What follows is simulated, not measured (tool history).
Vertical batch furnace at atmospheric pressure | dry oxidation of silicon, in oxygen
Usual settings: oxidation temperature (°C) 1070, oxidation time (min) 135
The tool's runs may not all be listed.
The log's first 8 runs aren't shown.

run,hour,oxidation temperature (°C),oxidation time (min),"read-back reference wafer on the same gauge, thickness",oxide thickness on the monitor wafer (nm)
9,631.6,1070,135,122.17,142.79
10,698.7,1070,135,122.31,143.45
11,803.9,1070,135,122.5,143.8
12,890.3,1070,135,122.41,143.43
13,980.1,1070,109,122.45,125.31
14,1083.5,1070,109,122.39,125.25
15,1176.1,1070,109,122.55,124.64
# hour 1236.8: thermocouples replaced and temperature profile calibrated
16,1237.3,1070,135,122.57,142.98
17,1307.9,1070,109,122.58,125.8
18,1408.7,1070,202.5,122.73,182.6
# hour 1472: gauge calibrated
19,1509.5,1084,181.5,118.07,180.77
20,1584.3,1084,181.5,118.5,182.24
21,1661.5,1050,166,118.87,136.14
22,1713.3,1070,87,118.92,107.17
23,1784.5,1077,86,119.24,110.93
24,1845.7,1052,92,119.49,96.29
25,1907.8,1070,191.5,119.85,170.59
# hour 1945.8: boat lift adjusted
26,2011.2,1058,110.5,120.15,112.89
27,2304.2,1054,87.5,120.97,95.72
28,2399.2,1082,135,121.14,153.87
29,2463.9,1082,176,121.52,180.41
30,2547.1,1084,135,121.77,156.5
31,2650,1080,72,121.93,104.11
32,2747.4,1086,77.5,121.85,113.72

Forecast each of these 3 alternatives for the next run:
A,2753.2,1070,200.5,?,?
B,2753.2,1055,135,?,?
C,2753.2,1092,163,?,?

run,"read-back reference wafer on the same gauge, thickness",oxide thickness on the monitor wafer (nm)
A,121.96,179.72
B,121.96,126.89
C,121.96,183.6
Without the tool's hidden state the same runs would have given:
run,oxide thickness on the monitor wafer (nm)
A,173.91
B,122.79
C,177.66
